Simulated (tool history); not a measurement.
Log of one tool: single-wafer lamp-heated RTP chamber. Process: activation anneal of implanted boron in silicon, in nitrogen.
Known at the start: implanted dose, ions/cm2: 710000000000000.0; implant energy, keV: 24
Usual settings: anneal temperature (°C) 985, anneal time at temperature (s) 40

run	day	anneal temperature (°C)	anneal time at temperature (s)	read-back reference wafer on the same gauge, sheet resistance	sheet resistance of the implanted and annealed layer (ohm/square)
1	0	1005	54	137.14	151.11
2	1.796	1005	54	136.92	151.45
3	14.95	985	40	136.99	157.25
4	19.446	985	40	137.02	156.22
# day 22.383: reflector plate cleaned
5	23.779	985	40	137.07	158.08
# day 24.425: gauge calibrated
6	25.738	985	40	137.02	156.99
# day 26.179: pyrometer window cleaned and pyrometer calibrated
7	32.079	985	40	137	153.37
8	34.55	985	26	137.04	156.22
9	36.358	985	26	136.74	155.13
10	38.429	985	40	136.93	154.94
# day 41.129: pyrometer window cleaned and pyrometer calibrated, repeated, since the last time left the tool worse
11	41.779	985	40	136.71	158.15
12	43.712	971	40	136.97	165.1
13	47.496	985	26	137.1	159.19
14	49.75	985	40	137.11	158.19
# day 52.833: reflector plate cleaned
15	53.383	971	28	137.21	168.29
# day 56.425: gauge calibrated
16	57.621	1002	46	137.05	152.94

The next listed run, before its measurement:
17	60.942	985	23	?	?

Run 17 gave read-back reference wafer on the same gauge, sheet resistance 136.86, sheet resistance of the implanted and annealed layer (ohm/square) 158.97.
Without the tool's hidden state the same run would have given sheet resistance of the implanted and annealed layer (ohm/square) 161.68.

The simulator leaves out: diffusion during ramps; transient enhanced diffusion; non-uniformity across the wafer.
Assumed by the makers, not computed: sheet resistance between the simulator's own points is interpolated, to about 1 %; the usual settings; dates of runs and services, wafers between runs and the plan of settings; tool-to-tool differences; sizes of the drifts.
